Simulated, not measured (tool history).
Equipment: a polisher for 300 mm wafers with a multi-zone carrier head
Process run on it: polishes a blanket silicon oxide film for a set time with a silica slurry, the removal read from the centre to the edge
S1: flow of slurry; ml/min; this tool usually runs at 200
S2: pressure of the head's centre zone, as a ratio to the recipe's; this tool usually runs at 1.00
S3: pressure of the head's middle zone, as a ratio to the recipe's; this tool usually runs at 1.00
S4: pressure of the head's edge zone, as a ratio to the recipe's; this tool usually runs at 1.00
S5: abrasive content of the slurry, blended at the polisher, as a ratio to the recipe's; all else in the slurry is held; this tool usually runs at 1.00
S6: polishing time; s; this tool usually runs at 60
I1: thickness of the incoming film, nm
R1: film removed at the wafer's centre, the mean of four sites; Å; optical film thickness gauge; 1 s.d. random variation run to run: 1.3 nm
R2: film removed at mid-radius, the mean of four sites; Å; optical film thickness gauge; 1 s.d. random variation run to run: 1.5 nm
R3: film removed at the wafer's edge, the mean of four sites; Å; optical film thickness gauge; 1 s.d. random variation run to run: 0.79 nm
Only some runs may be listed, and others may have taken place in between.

run 1 hour=0.0 | S1=200 S2=1.00 S3=1.00 S4=1.00 S5=1.00 S6=60 | I1=1580.7 | R1=1330 R2=1292 R3=1258
run 2 hour=24.8 | S1=200 S2=1.00 S3=1.00 S4=1.00 S5=1.00 S6=60 | I1=1563.6 | R1=1284 R2=1274 R3=1242
run 3 hour=53.4 | S1=200 S2=1.00 S3=1.00 S4=1.00 S5=1.00 S6=60 | I1=1540.4 | R1=1317 R2=1302 R3=1250
-- hour=92.2 worn pad replaced by a new one
run 4 hour=114.2 | S1=200 S2=1.00 S3=0.97 S4=1.00 S5=1.00 S6=60 | I1=1521.0 | R1=1301 R2=1236 R3=1241
run 5 hour=182.0 | S1=200 S2=1.00 S3=1.00 S4=1.04 S5=1.00 S6=60 | I1=1545.1 | R1=1292 R2=1260 R3=1264
run 6 hour=251.1 | S1=200 S2=1.00 S3=1.00 S4=1.04 S5=1.00 S6=60 | I1=1572.5 | R1=1291 R2=1249 R3=1270
-- hour=298.5 worn pad replaced by a new one
run 7 hour=320.1 | S1=200 S2=1.00 S3=1.00 S4=1.00 S5=1.00 S6=60 | I1=1552.2 | R1=1267 R2=1233 R3=1230
run 8 hour=354.2 | S1=200 S2=1.00 S3=1.00 S4=1.00 S5=1.00 S6=60 | I1=1536.0 | R1=1267 R2=1234 R3=1209
-- hour=440.2 edge zone pressure recalibrated
-- hour=516.6 worn pad replaced by a new one
run 9 hour=518.3 | S1=200 S2=1.00 S3=1.00 S4=1.00 S5=1.00 S6=60 | I1=1540.2 | R1=1219 R2=1195 R3=1185
-- hour=565.8 carrier head's membrane replaced by a new one
-- hour=570.1 centre zone pressure recalibrated
run 10 hour=583.0 | S1=200 S2=0.95 S3=1.00 S4=1.05 S5=1.10 S6=75 | I1=1552.4 | R1=1528 R2=1557 R3=1585
run 11 hour=627.9 | S1=200 S2=1.00 S3=1.00 S4=1.00 S5=1.00 S6=60 | I1=1529.8 | R1=1145 R2=1129 R3=1159
-- hour=655.0 slurry nozzle cleaned
-- hour=691.1 worn pad replaced by a new one
run 12 hour=691.6 | S1=200 S2=1.00 S3=1.00 S4=0.95 S5=1.00 S6=60 | I1=1532.9 | R1=1323 R2=1264 R3=1219
run 13 hour=718.9 | S1=145 S2=1.00 S3=1.00 S4=1.00 S5=1.25 S6=60 | I1=1529.3 | R1=1369 R2=1358 R3=1355
run 14 hour=759.5 | S1=140 S2=1.00 S3=1.00 S4=1.00 S5=1.00 S6=67 | I1=1548.9 | R1=1349 R2=1333 R3=1327
run 15 hour=817.9 | S1=200 S2=1.09 S3=1.00 S4=1.06 S5=0.70 S6=54 | I1=1537.6 | R1=938 R2=874 R3=886
-- hour=868.1 worn pad replaced by a new one
run 16 hour=868.6 | S1=200 S2=1.00 S3=1.00 S4=1.00 S5=1.00 S6=60 | I1=1557.3 | R1=1303 R2=1262 R3=1246
run 17 hour=928.1 | S1=200 S2=1.00 S3=1.07 S4=1.00 S5=1.00 S6=60 | I1=1550.4 | R1=1320 R2=1329 R3=1242
run 18 hour=968.4 | S1=200 S2=1.00 S3=1.04 S4=1.00 S5=1.00 S6=45 | I1=1526.0 | R1=953 R2=959 R3=944

Below, some changes in R1 between adjacent runs. For each, the amount present without the hidden state too (settings, incoming material, random variation) and the amount remaining for the hidden state with gauge scatter not shared by both compared results:
Hidden conditions of the tool in this case: removal rate lost through wear of the pad, %; slurry flow missing at the pad, %; deviation of the centre zone's pressure from its setpoint, %; deviation of the edge zone's pressure from its setpoint, %.
Run 11 -> 12: S4 1.00 -> 0.95, slurry nozzle cleaned, worn pad replaced by a new one. R1 +178 Å: hidden state +148, all else +30.
Run 14 -> 15: S1 140 -> 200, S2 1.00 -> 1.09, S4 1.00 -> 1.06, S5 1.00 -> 0.70, S6 67 -> 54. R1 -411 Å: hidden state +3, all else -414.

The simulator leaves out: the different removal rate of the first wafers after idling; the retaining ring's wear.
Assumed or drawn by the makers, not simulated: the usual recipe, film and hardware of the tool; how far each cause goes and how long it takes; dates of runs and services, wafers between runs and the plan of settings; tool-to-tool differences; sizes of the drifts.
